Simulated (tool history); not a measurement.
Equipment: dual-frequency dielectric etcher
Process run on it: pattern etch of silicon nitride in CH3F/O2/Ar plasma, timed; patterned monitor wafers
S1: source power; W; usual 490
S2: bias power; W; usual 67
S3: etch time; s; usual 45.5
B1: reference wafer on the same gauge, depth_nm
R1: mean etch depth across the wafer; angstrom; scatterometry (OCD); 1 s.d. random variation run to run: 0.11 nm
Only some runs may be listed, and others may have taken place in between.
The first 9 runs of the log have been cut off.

run,day,S1,S2,S3,B1,R1
10,9.125,490,67,45.5,36.61,325.8
11,9.704,490,67,45.5,36.59,327.3
# day 11.442: wet clean of the chamber
12,11.462,570,67,38.0,36.60,283.9
13,11.938,530,67,35.0,36.60,255.0
# day 12.221: gauge calibrated
14,12.788,590,67,35.5,36.60,268.7
# day 14.358: source power generator calibrated
15,14.612,600,81,33.5,36.60,265.8
16,15.817,490,75,45.5,36.62,327.4
17,17.175,430,56,33.5,36.61,214.0
# day 18.333: wet clean of the chamber, repeated, since the last time left the tool worse
18,19.933,540,55,42.0,36.58,304.0
# day 21.088: upper electrode replaced
19,21.150,430,56,33.5,36.62,222.6
20,21.950,380,79,51.5,36.59,353.3
21,23.062,490,67,45.5,36.59,331.1
22,24.100,490,57,45.5,36.57,318.1
23,24.767,490,75,34.5,36.58,255.6
24,25.433,450,83,53.5,36.58,395.3
25,26.488,400,55,54.0,36.60,345.3
26,27.929,490,83,41.0,36.61,312.5
27,29.400,490,67,45.5,36.59,327.9
28,30.512,490,74,35.5,36.59,261.1
29,31.175,600,67,34.0,36.60,263.0
# day 32.342: wet clean of the chamber
30,32.362,600,77,45.5,36.62,370.5

4 options for the next run, each taken on its own from the tool as it stands now. Forecast them:
A,32.379,490,67,45.5,?,?
B,32.379,420,73,45.5,?,?
C,32.379,540,77,35.0,?,?
D,32.379,490,67,57.0,?,?

run,B1,R1
A,36.59,334.4
B,36.59,321.9
C,36.59,276.2
D,36.59,419.0
The same runs, with their run-to-run variation unchanged, on a tool lacking any hidden condition would have given:
run,R1
A,334.1
B,321.6
C,275.9
D,418.6
